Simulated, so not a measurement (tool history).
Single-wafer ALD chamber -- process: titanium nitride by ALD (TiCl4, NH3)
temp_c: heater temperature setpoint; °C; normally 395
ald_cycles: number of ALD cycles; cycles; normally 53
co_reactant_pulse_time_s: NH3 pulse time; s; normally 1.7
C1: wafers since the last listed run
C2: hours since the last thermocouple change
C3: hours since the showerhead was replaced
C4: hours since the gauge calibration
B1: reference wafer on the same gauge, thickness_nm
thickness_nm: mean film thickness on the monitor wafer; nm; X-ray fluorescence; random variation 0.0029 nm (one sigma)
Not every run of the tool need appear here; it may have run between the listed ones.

Run 1, hour 0: usual settings but temp_c 402 °C; C1 0; C2 143.6; C3 3881; C4 642; B1 1.357. Result: thickness_nm 1.15 nm.
Run 2, hour 71.2: usual settings but ald_cycles 49 cycles, co_reactant_pulse_time_s 2.23 s; C1 291; C2 214.8; C3 3952.2; C4 713.2; B1 1.359. Result: thickness_nm 1.075 nm.
Run 3, hour 105: usual settings but ald_cycles 49 cycles, co_reactant_pulse_time_s 2.23 s; C1 138; C2 248.6; C3 3986; C4 747; B1 1.36. Result: thickness_nm 1.076 nm.
Run 4, hour 146.8: usual settings but ald_cycles 49 cycles, co_reactant_pulse_time_s 2.23 s; C1 171; C2 290.4; C3 4027.8; C4 788.8; B1 1.362. Result: thickness_nm 1.074 nm.
Run 5, hour 218.6: usual settings; C1 294; C2 362.2; C3 4099.6; C4 860.6; B1 1.363. Result: thickness_nm 1.153 nm.
Run 6, hour 282: usual settings; C1 259; C2 425.6; C3 4163; C4 924; B1 1.365. Result: thickness_nm 1.151 nm.
Run 7, hour 314.5: usual settings; C1 133; C2 458.1; C3 4195.5; C4 956.5; B1 1.365. Result: thickness_nm 1.154 nm.
Run 8, hour 341.5: usual settings; C1 110; C2 485.1; C3 4222.5; C4 983.5; B1 1.367. Result: thickness_nm 1.152 nm.
Run 9, hour 377.5: usual settings but co_reactant_pulse_time_s 2.12 s; C1 147; C2 521.1; C3 4258.5; C4 1019.5; B1 1.367. Result: thickness_nm 1.166 nm.
Run 10, hour 409.6: usual settings but temp_c 399 °C, ald_cycles 48 cycles; C1 131; C2 553.2; C3 4290.6; C4 1051.6; B1 1.368. Result: thickness_nm 1.051 nm.
Run 11, hour 444.1: usual settings but temp_c 399 °C, ald_cycles 48 cycles; C1 141; C2 587.7; C3 4325.1; C4 1086.1; B1 1.366. Result: thickness_nm 1.05 nm.
Run 12, hour 495.5: usual settings but temp_c 399 °C, ald_cycles 48 cycles; C1 210; C2 639.1; C3 4376.5; C4 1137.5; B1 1.369. Result: thickness_nm 1.051 nm.
Run 13, hour 547.4: usual settings; C1 212; C2 691; C3 4428.4; C4 1189.4; B1 1.37. Result: thickness_nm 1.155 nm.
Run 14, hour 611.4: usual settings but co_reactant_pulse_time_s 1.56 s; C1 262; C2 755; C3 4492.4; C4 1253.4; B1 1.371. Result: thickness_nm 1.151 nm.
Run 15, hour 643.5: usual settings; C1 131; C2 787.1; C3 4524.5; C4 1285.5; B1 1.372. Result: thickness_nm 1.161 nm.
Run 16, hour 686.5: usual settings; C1 176; C2 830.1; C3 4567.5; C4 1328.5; B1 1.375. Result: thickness_nm 1.158 nm.
Run 17, hour 739.2: usual settings but ald_cycles 59 cycles, co_reactant_pulse_time_s 2.29 s; C1 216; C2 882.8; C3 4620.2; C4 1381.2; B1 1.375. Result: thickness_nm 1.314 nm.
At hour 795.4: showerhead replaced.
Run 18, hour 795.9: usual settings; C1 199; C2 939.5; C3 0.5; C4 1437.9; B1 1.375. Result: thickness_nm 1.164 nm.
At hour 805.6: gauge calibrated.
At hour 834.5: thermocouple changed; heater temperature recalibrated.
Run 19, hour 846.9: usual settings but temp_c 409 °C, ald_cycles 61 cycles, co_reactant_pulse_time_s 1.21 s; C1 176; C2 12.4; C3 51.5; C4 41.3; B1 1.349. Result: thickness_nm 1.302 nm.
Run 20, hour 886.5: usual settings but temp_c 381 °C, ald_cycles 60 cycles, co_reactant_pulse_time_s 2.21 s; C1 162; C2 52; C3 91.1; C4 80.9; B1 1.348. Result: thickness_nm 1.289 nm.
Run 21, hour 918.4: usual settings but temp_c 390 °C, ald_cycles 44 cycles, co_reactant_pulse_time_s 1.26 s; C1 130; C2 83.9; C3 123; C4 112.8; B1 1.348. Result: thickness_nm 0.933 nm.
Run 22, hour 955.1: usual settings but temp_c 406 °C, co_reactant_pulse_time_s 2.14 s; C1 150; C2 120.6; C3 159.7; C4 149.5; B1 1.351. Result: thickness_nm 1.16 nm.
Run 23, hour 993: usual settings but ald_cycles 62 cycles; C1 155; C2 158.5; C3 197.6; C4 187.4; B1 1.35. Result: thickness_nm 1.339 nm.
Run 24, hour 1052.2: usual settings but temp_c 408 °C, ald_cycles 63 cycles, co_reactant_pulse_time_s 2.05 s; C1 242; C2 217.7; C3 256.8; C4 246.6; B1 1.351. Result: thickness_nm 1.38 nm.
Run 25, hour 1205.5: usual settings but temp_c 389 °C, co_reactant_pulse_time_s 1.37 s; C1 628; C2 371; C3 410.1; C4 399.9; B1 1.356. Result: thickness_nm 1.126 nm.
Run 26, hour 1274.3: usual settings but temp_c 401 °C, ald_cycles 49 cycles, co_reactant_pulse_time_s 1.36 s; C1 282; C2 439.8; C3 478.9; C4 468.7; B1 1.358. Result: thickness_nm 1.054 nm.
Run 27, hour 1363.9: usual settings but temp_c 402 °C; C1 367; C2 529.4; C3 568.5; C4 558.3; B1 1.359. Result: thickness_nm 1.154 nm.
Run 28, hour 1391.8: usual settings but ald_cycles 59 cycles; C1 114; C2 557.3; C3 596.4; C4 586.2; B1 1.361. Result: thickness_nm 1.281 nm.
Run 29, hour 1547.7: usual settings; C1 639; C2 713.2; C3 752.3; C4 742.1; B1 1.363. Result: thickness_nm 1.152 nm.
Run 30, hour 1616.6: usual settings; C1 282; C2 782.1; C3 821.2; C4 811; B1 1.365. Result: thickness_nm 1.158 nm.
Run 31, hour 1661.7: usual settings but temp_c 384 °C, co_reactant_pulse_time_s 2.15 s; C1 184; C2 827.2; C3 866.3; C4 856.1; B1 1.366. Result: thickness_nm 1.161 nm.
Run 32, hour 1717.4: usual settings; C1 228; C2 882.9; C3 922; C4 911.8; B1 1.367. Result: thickness_nm 1.151 nm.
Run 33, hour 1772.2: usual settings but temp_c 390 °C, ald_cycles 44 cycles, co_reactant_pulse_time_s 1.26 s; C1 224; C2 937.7; C3 976.8; C4 966.6; B1 1.367. Result: thickness_nm 0.943 nm.

Hidden condition of the tool, last listed run before each entry between runs versus first listed run after:
In the gap between runs 17 and 18: showerhead replaced (hour 795.4)
  gauge reads high (%): 1.84 -> 1.94
  measured minus no-state result, thickness_nm: +0.023 -> +0.022 nm
In the gap between runs 18 and 19: gauge calibrated (hour 805.6); thermocouple changed; heater temperature recalibrated (hour 834.5)
  gauge reads high (%): 1.94 -> -0.176
  measured minus no-state result, thickness_nm: +0.022 -> -0.002 nm

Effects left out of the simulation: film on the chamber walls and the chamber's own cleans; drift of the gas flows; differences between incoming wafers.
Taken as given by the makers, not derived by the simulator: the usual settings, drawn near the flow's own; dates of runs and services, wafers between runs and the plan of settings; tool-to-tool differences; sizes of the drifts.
